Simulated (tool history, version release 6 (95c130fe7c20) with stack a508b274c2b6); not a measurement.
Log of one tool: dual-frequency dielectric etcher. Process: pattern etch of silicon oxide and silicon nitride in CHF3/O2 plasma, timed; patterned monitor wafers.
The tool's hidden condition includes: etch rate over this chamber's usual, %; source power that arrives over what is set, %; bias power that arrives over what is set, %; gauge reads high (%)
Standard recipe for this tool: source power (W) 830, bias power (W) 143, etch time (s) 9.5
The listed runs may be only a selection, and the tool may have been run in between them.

run,hour,source power (W),bias power (W),etch time (s),wafers since the last listed run,hours since the last wet clean,hours since the last source power generator calibration,hours since the last bias power generator calibration,hours since the last upper electrode change,hours since the gauge calibration,"read-back reference wafer on the same gauge, depth_nm",mean etch depth across the wafer (nm)
1,0,830,143,9.5,0,389.8,3103.6,3114.7,3294.9,484.9,12.9,14.88
# hour 1.8: wet clean of the chamber
2,12.2,830,143,9.5,115,10.4,3115.8,3126.9,3307.1,497.1,12.88,14.7
# hour 13.3: gauge calibrated
3,28,830,143,9.5,175,26.2,3131.6,3142.7,3322.9,14.7,12.89,14.75
4,45.8,830,143,9.5,198,44,3149.4,3160.5,3340.7,32.5,12.92,14.8
5,81.8,830,143,9.5,400,80,3185.4,3196.5,3376.7,68.5,12.91,14.79
6,109.7,830,143,9.5,310,107.9,3213.3,3224.4,3404.6,96.4,12.9,14.72
7,122.1,830,143,9.5,137,120.3,3225.7,3236.8,3417,108.8,12.91,14.8
8,176.6,990,143,9.5,606,174.8,3280.2,3291.3,3471.5,163.3,12.9,16.15
9,188.7,990,143,9.5,134,186.9,3292.3,3303.4,3483.6,175.4,12.89,16.2
10,215.3,990,143,9.5,296,213.5,3318.9,3330,3510.2,202,12.89,16.19
11,236.5,830,143,9.5,235,234.7,3340.1,3351.2,3531.4,223.2,12.91,14.83
12,264.6,830,143,9.5,312,262.8,3368.2,3379.3,3559.5,251.3,12.91,14.78
# hour 269.4: source power generator calibrated
13,294.4,900,143,10.5,287,292.6,25,3409.1,3589.3,281.1,12.9,17.09
14,328.3,680,143,12,377,326.5,58.9,3443,3623.2,315,12.9,16.75

Predict the results of run 15:
15,347,670,114,8,208,345.2,77.6,3461.7,3641.9,333.7,?,?

{"run 15": {"read-back reference wafer on the same gauge, depth_nm": 12.91, "mean etch depth across the wafer (nm)": 10.53}}
On a tool with no hidden condition, and with the same random variation, this run would have come out at mean etch depth across the wafer (nm) 10.41.

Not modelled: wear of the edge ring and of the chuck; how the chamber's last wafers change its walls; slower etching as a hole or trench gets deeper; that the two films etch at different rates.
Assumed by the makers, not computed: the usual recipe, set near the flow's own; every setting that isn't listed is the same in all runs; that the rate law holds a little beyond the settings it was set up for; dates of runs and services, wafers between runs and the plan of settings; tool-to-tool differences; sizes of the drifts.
